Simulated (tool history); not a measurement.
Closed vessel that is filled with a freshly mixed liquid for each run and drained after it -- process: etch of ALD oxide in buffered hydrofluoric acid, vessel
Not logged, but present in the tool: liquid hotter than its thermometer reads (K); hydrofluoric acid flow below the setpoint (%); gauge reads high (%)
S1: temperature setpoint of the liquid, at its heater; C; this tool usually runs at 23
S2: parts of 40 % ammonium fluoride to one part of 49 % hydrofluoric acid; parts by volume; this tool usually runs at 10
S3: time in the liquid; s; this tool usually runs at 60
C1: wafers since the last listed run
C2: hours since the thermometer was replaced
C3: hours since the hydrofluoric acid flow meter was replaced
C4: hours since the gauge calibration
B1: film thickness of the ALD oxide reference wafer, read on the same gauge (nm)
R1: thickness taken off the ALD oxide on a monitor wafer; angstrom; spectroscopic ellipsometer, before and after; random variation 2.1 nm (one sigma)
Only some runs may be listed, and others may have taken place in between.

run,hour,S1,S2,S3,C1,C2,C3,C4,B1,R1
1,0,23,10,80,0,263.2,964.3,216.2,79.99,2888.5
2,22.7,23,10,60,1671,285.9,987,238.9,79.98,2128.5
3,36.7,23,9,60,1030,299.9,1001,252.9,80.03,2392.8
4,56.9,23,9,60,1487,320.1,1021.2,273.1,79.95,2426.6
5,79.9,23,9,60,1693,343.1,1044.2,296.1,79.95,2428.6
6,111.8,23,10,60,2348,375,1076.1,328,79.99,2184.5
# hour 124: gauge calibrated
7,141.3,23,10,60,2172,404.5,1105.6,17.3,80.04,2199.3
8,158.8,23,10,35,1288,422,1123.1,34.8,80.03,1270
9,185.2,23,10,35,1943,448.4,1149.5,61.2,79.98,1284.7
# hour 196.4: thermometer replaced
10,202.3,23,10,35,1185,5.9,1166.6,78.3,79.99,1184.1
11,222.6,23,7,60,1494,26.2,1186.9,98.6,79.96,2829.6
12,246.3,23,10,60,1744,49.9,1210.6,122.3,80,2066.9
13,272.1,27,8.5,60,1899,75.7,1236.4,148.1,80.01,2933.1
14,293.8,23,7,75,1597,97.4,1258.1,169.8,79.98,3593.7
15,324.3,20.5,7.5,50,2245,127.9,1288.6,200.3,80.02,1941.2
16,353.7,19,12,60,2164,157.3,1318,229.7,79.99,1385.5
17,377,23,10,60,1715,180.6,1341.3,253,80.04,2087.2
18,391.7,18.5,10,60,1082,195.3,1356,267.7,80.02,1602.3
19,425,23,10,40,2451,228.6,1389.3,301,80,1409.7
# hour 436: gauge calibrated
20,438.4,20.5,7.5,50,986,242,1402.7,2.4,79.99,1969
21,460.2,26,11.5,60,1605,263.8,1424.5,24.2,79.97,2148.5
22,477.9,23,10,60,1303,281.5,1442.2,41.9,79.99,2078.9
# hour 480.8: hydrofluoric acid flow meter replaced
23,541.3,28,8.5,80,4594,344.9,60.5,105.3,80.03,4796
24,611.7,27.5,9,40,5183,415.3,130.9,175.7,80.01,2261.5
25,644.8,24.5,13.5,30,2437,448.4,164,208.8,80,1003.9

The tool's hidden state at each run:
gauge reads high (%): 0, the same for each run
H1: liquid hotter than its thermometer reads (K)
H2: hydrofluoric acid flow below the setpoint (%)
run,H1,H2
1,1.08,10.2
2,1.16,10.4
3,1.2,10.5
4,1.27,10.7
5,1.35,10.9
6,1.45,11.2
7,1.55,11.5
8,1.61,11.6
9,1.7,11.9
10,0.431,12
11,0.498,12.2
12,0.577,12.4
13,0.664,12.6
14,0.736,12.8
15,0.838,13.1
16,0.936,13.3
17,1.01,13.5
18,1.06,13.7
19,1.17,14
20,1.22,14.1
21,1.29,14.3
22,1.35,14.4
23,1.56,0.911
24,1.8,1.53
25,1.91,1.82
